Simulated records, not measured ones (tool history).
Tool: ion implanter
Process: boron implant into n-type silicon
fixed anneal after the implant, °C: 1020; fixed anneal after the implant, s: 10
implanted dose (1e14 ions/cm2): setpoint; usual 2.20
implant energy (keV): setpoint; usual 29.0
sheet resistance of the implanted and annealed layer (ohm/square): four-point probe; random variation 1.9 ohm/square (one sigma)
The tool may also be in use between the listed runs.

run,hour,implanted dose (1e14 ions/cm2),implant energy (keV),"read-back reference wafer on the same gauge, sheet resistance",sheet resistance of the implanted and annealed layer (ohm/square)
1,0.0,2.20,29.0,410.40,388.78
2,28.0,1.81,29.0,410.16,453.43
3,55.0,1.81,29.0,409.54,448.82
4,84.6,1.81,29.0,409.98,448.29
5,113.6,2.20,33.5,409.86,380.05
6,135.7,2.20,33.5,410.13,381.23
7,152.3,2.20,33.5,410.31,379.84
8,180.4,2.38,29.0,410.19,365.56
9,212.8,2.20,29.0,409.64,386.48
10,240.7,2.20,24.5,409.69,397.88
11,265.4,2.20,29.0,410.04,384.94
12,290.4,2.20,29.0,409.80,386.14
13,321.6,2.20,29.0,409.68,384.22
14,337.4,2.20,29.0,409.96,384.12
15,354.0,2.20,29.0,409.72,389.61
16,387.4,1.86,25.0,409.90,450.72
17,416.6,2.20,24.0,410.02,395.87
18,434.4,1.59,33.5,410.02,485.06
19,453.9,2.51,24.5,409.83,357.52
20,478.5,2.20,29.0,409.95,386.19
21,495.1,2.20,24.0,410.08,395.31
22,507.5,2.20,29.0,410.41,384.54
23,524.5,2.20,29.0,410.10,388.18
24,557.0,2.85,29.0,409.90,316.47
25,585.8,1.86,25.0,409.78,453.24
26,600.1,2.62,34.5,409.79,333.30
27,634.0,2.46,26.0,410.07,357.65
28,653.9,1.74,24.5,410.12,476.13
29,678.3,2.46,21.0,410.41,365.52
30,691.1,2.20,29.0,410.19,384.80
31,713.6,1.93,35.5,410.15,416.86
32,743.3,2.44,32.0,409.94,353.19
33,759.3,2.20,33.5,409.63,380.43
34,788.7,1.79,38.0,409.65,433.36
35,808.2,2.67,25.0,409.95,336.52
36,840.6,1.82,37.0,410.07,436.99

Not shown: 3 entries that the log had between the listed runs. Between which runs, and how does the tool's hidden state differ before and after?
Between runs 8 and 9: extraction supply calibrated (hour 188.9)
  no hidden state differs between the two runs
Between runs 15 and 16: Faraday cup replaced and dose calibrated (hour 371.6)
  no hidden state differs between the two runs
Between runs 25 and 26: gauge calibrated (hour 590.2)
  no hidden state differs between the two runs
